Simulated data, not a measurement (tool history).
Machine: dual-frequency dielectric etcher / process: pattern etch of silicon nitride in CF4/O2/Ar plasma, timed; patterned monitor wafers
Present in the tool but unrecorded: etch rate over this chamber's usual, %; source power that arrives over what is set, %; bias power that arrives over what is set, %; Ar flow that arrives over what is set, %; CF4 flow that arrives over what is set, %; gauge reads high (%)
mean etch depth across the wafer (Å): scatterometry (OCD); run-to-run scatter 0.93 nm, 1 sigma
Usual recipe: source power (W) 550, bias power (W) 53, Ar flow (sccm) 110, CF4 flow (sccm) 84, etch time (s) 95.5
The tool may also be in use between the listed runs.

run	hour	source power (W)	bias power (W)	Ar flow (sccm)	CF4 flow (sccm)	etch time (s)	wafers since the last listed run	hours since the last wet clean	hours since the last source power generator calibration	hours since the last bias power generator calibration	hours since the last Ar flow controller change	hours since the last CF4 flow controller change	hours since the last upper electrode change	hours since the gauge calibration	read-back reference wafer on the same gauge, depth_nm	mean etch depth across the wafer (Å)
1	0	550	53	110	84	95.5	0	177.9	3775.4	2515.4	4531	1973.4	2957.5	773.6	183.2	1904
2	28.5	550	53	110	84	95.5	307	206.4	3803.9	2543.9	4559.5	2001.9	2986	802.1	183.1	1918
3	68.6	550	53	110	84	95.5	433	246.5	3844	2584	4599.6	2042	3026.1	842.2	182.8	1910
4	94	550	53	110	84	95.5	274	271.9	3869.4	2609.4	4625	2067.4	3051.5	867.6	182.7	1911
5	151.6	550	53	110	84	95.5	622	329.5	3927	2667	4682.6	2125	3109.1	925.2	183	1913
6	214.7	550	53	100	84	95.5	681	392.6	3990.1	2730.1	4745.7	2188.1	3172.2	988.3	183.1	1925
# hour 253.7: wet clean of the chamber
7	264.9	550	53	100	84	95.5	283	11.2	4040.3	2780.3	4795.9	2238.3	3222.4	1038.5	183	1930
# hour 299.2: upper electrode replaced
8	299.7	550	53	110	84	69.5	116	46	4075.1	2815.1	4830.7	2273.1	0.5	1073.3	182.8	1392
# hour 348.5: gauge calibrated
9	349.7	550	56	123	84	95.5	540	96	4125.1	2865.1	4880.7	2323.1	50.5	1.2	183.2	1941
10	398.5	640	53	130	84	86	527	144.8	4173.9	2913.9	4929.5	2371.9	99.3	50	182.8	1963
# hour 424.8: Ar flow controller replaced
11	432	550	53	110	84	95.5	297	178.3	4207.4	2947.4	7.2	2405.4	132.8	83.5	183.2	1911
# hour 462.2: CF4 flow controller replaced
12	476.4	640	53	110	104	95.5	414	222.7	4251.8	2991.8	51.6	14.2	177.2	127.9	182.9	2279
# hour 480.6: source power generator calibrated
13	523.5	550	53	93	84	73.5	465	269.8	42.9	3038.9	98.7	61.3	224.3	175	182.9	1501

Run 14 is up next; what results do you expect?
14	555.4	550	47	110	98	95.5	344	301.7	74.8	3070.8	130.6	93.2	256.2	206.9	?	?

{"run 14": {"read-back reference wafer on the same gauge, depth_nm": 183.1, "mean etch depth across the wafer (Å)": 1801}}
Take away the tool's hidden state, keep the run-to-run variation as it was, and the same run would have given mean etch depth across the wafer (Å) 1801.
